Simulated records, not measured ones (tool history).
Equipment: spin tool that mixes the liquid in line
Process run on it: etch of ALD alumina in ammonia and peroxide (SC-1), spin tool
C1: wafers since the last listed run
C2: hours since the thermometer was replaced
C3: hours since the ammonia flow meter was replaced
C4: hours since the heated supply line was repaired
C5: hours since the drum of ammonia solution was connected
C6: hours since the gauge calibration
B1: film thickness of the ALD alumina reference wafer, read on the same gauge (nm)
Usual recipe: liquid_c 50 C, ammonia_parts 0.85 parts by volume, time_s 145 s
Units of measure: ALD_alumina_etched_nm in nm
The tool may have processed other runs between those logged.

Run 1, hour 0: usual settings but liquid_c 55 C; C1 0; C2 2567.7; C3 942.9; C4 2917.1; C5 423.9; C6 777.5; B1 129.99. Result: ALD_alumina_etched_nm 13.15 nm.
Run 2, hour 55.3: usual settings; C1 401; C2 2623; C3 998.2; C4 2972.4; C5 479.2; C6 832.8; B1 130. Result: ALD_alumina_etched_nm 10.09 nm.
Run 3, hour 134.4: usual settings; C1 573; C2 2702.1; C3 1077.3; C4 3051.5; C5 558.3; C6 911.9; B1 130.01. Result: ALD_alumina_etched_nm 10.05 nm.
Run 4, hour 170.9: usual settings; C1 264; C2 2738.6; C3 1113.8; C4 3088; C5 594.8; C6 948.4; B1 129.99. Result: ALD_alumina_etched_nm 10.06 nm.
Run 5, hour 208.2: usual settings; C1 270; C2 2775.9; C3 1151.1; C4 3125.3; C5 632.1; C6 985.7; B1 130. Result: ALD_alumina_etched_nm 10.11 nm.
At hour 225.4: new drum of ammonia solution connected.
Run 6, hour 267.9: usual settings; C1 425; C2 2835.6; C3 1210.8; C4 3185; C5 42.5; C6 1045.4; B1 129.98. Result: ALD_alumina_etched_nm 10.04 nm.
Run 7, hour 350.6: usual settings; C1 600; C2 2918.3; C3 1293.5; C4 3267.7; C5 125.2; C6 1128.1; B1 130. Result: ALD_alumina_etched_nm 10.18 nm.
Run 8, hour 392.5: usual settings; C1 304; C2 2960.2; C3 1335.4; C4 3309.6; C5 167.1; C6 1170; B1 129.99. Result: ALD_alumina_etched_nm 10.13 nm.
Run 9, hour 428.6: usual settings; C1 261; C2 2996.3; C3 1371.5; C4 3345.7; C5 203.2; C6 1206.1; B1 129.99. Result: ALD_alumina_etched_nm 10.04 nm.
Run 10, hour 502.3: usual settings; C1 534; C2 3070; C3 1445.2; C4 3419.4; C5 276.9; C6 1279.8; B1 129.98. Result: ALD_alumina_etched_nm 10.11 nm.
Run 11, hour 597: usual settings but liquid_c 59 C, ammonia_parts 0.6 parts by volume, time_s 105 s; C1 687; C2 3164.7; C3 1539.9; C4 3514.1; C5 371.6; C6 1374.5; B1 130. Result: ALD_alumina_etched_nm 11.53 nm.
Run 12, hour 668.9: usual settings but liquid_c 47.5 C, ammonia_parts 1 parts by volume, time_s 120 s; C1 521; C2 3236.6; C3 1611.8; C4 3586; C5 443.5; C6 1446.4; B1 129.99. Result: ALD_alumina_etched_nm 7.51 nm.
At hour 752: new drum of ammonia solution connected.
Run 13, hour 767: usual settings but liquid_c 56.5 C, time_s 115 s; C1 704; C2 3334.7; C3 1709.9; C4 3684.1; C5 15; C6 1544.5; B1 129.99. Result: ALD_alumina_etched_nm 11.51 nm.
At hour 775.2: thermometer replaced.
At hour 780.5: heated supply line repaired.
Run 14, hour 865.4: usual settings; C1 699; C2 90.2; C3 1808.3; C4 84.9; C5 113.4; C6 1642.9; B1 129.99. Result: ALD_alumina_etched_nm 11.09 nm.
Run 15, hour 919.1: usual settings but time_s 225 s; C1 389; C2 143.9; C3 1862; C4 138.6; C5 167.1; C6 1696.6; B1 130.02. Result: ALD_alumina_etched_nm 17.24 nm.
At hour 1013.8: gauge calibrated.
Run 16, hour 1016.5: usual settings but liquid_c 56.5 C, time_s 80 s; C1 706; C2 241.3; C3 1959.4; C4 236; C5 264.5; C6 2.7; B1 129.97. Result: ALD_alumina_etched_nm 8.57 nm.
Run 17, hour 1097.4: usual settings but liquid_c 58.5 C, ammonia_parts 0.5 parts by volume, time_s 185 s; C1 586; C2 322.2; C3 2040.3; C4 316.9; C5 345.4; C6 83.6; B1 129.99. Result: ALD_alumina_etched_nm 21.04 nm.
At hour 1115.7: ammonia flow meter replaced.
Run 18, hour 1200.6: usual settings but liquid_c 46.5 C; C1 741; C2 425.4; C3 84.9; C4 420.1; C5 448.6; C6 186.8; B1 129.98. Result: ALD_alumina_etched_nm 9.28 nm.
At hour 1205.8: thermometer replaced, repeated, since the last time left the tool worse.
Run 19, hour 1254: usual settings but liquid_c 59 C, ammonia_parts 0.55 parts by volume; C1 380; C2 48.2; C3 138.3; C4 473.5; C5 502; C6 240.2; B1 130. Result: ALD_alumina_etched_nm 14.68 nm.
At hour 1297.9: new drum of ammonia solution connected.
Run 20, hour 1301.2: usual settings but liquid_c 45.5 C, time_s 80 s; C1 335; C2 95.4; C3 185.5; C4 520.7; C5 3.3; C6 287.4; B1 129.97. Result: ALD_alumina_etched_nm 4.04 nm.
Run 21, hour 1405.9: usual settings but ammonia_parts 1.1 parts by volume, time_s 175 s; C1 759; C2 200.1; C3 290.2; C4 625.4; C5 108; C6 392.1; B1 130. Result: ALD_alumina_etched_nm 11.71 nm.
Run 22, hour 1512.5: usual settings but time_s 220 s; C1 773; C2 306.7; C3 396.8; C4 732; C5 214.6; C6 498.7; B1 129.99. Result: ALD_alumina_etched_nm 14.42 nm.
Run 23, hour 1568.7: usual settings; C1 407; C2 362.9; C3 453; C4 788.2; C5 270.8; C6 554.9; B1 129.99. Result: ALD_alumina_etched_nm 9.48 nm.
Run 24, hour 1821.1: usual settings but liquid_c 40.5 C, time_s 65 s; C1 1831; C2 615.3; C3 705.4; C4 1040.6; C5 523.2; C6 807.3; B1 130. Result: ALD_alumina_etched_nm 2.5 nm.
At hour 1832.9: new drum of ammonia solution connected.
Run 25, hour 1893.2: usual settings but time_s 220 s; C1 515; C2 687.4; C3 777.5; C4 1112.7; C5 60.3; C6 879.4; B1 129.98. Result: ALD_alumina_etched_nm 14.68 nm.

4 options for the next run, each taken on its own from the tool as it stands now. Forecast them:
Run A, hour 1893.7: usual settings but liquid_c 47 C; C1 3; C2 687.9; C3 778; C4 1113.2; C5 60.8; C6 879.9; B1 ?. Result: ALD_alumina_etched_nm ?.
Run B, hour 1893.7: usual settings but liquid_c 41 C, ammonia_parts 0.6 parts by volume, time_s 85 s; C1 3; C2 687.9; C3 778; C4 1113.2; C5 60.8; C6 879.9; B1 ?. Result: ALD_alumina_etched_nm ?.
Run C, hour 1893.7: usual settings but liquid_c 54.5 C, time_s 125 s; C1 3; C2 687.9; C3 778; C4 1113.2; C5 60.8; C6 879.9; B1 ?. Result: ALD_alumina_etched_nm ?.
Run D, hour 1893.7: usual settings but ammonia_parts 0.65 parts by volume, time_s 170 s; C1 3; C2 687.9; C3 778; C4 1113.2; C5 60.8; C6 879.9; B1 ?. Result: ALD_alumina_etched_nm ?.

run      B1  ALD_alumina_etched_nm
  A  130.02                   8.05
  B  130.02                   3.24
  C  130.02                  10.45
  D  130.02                  10.87
With no hidden state in the tool, these same runs would have given:
run  ALD_alumina_etched_nm
  A                   7.83
  B                   3.15
  C                  10.17
  D                  10.57
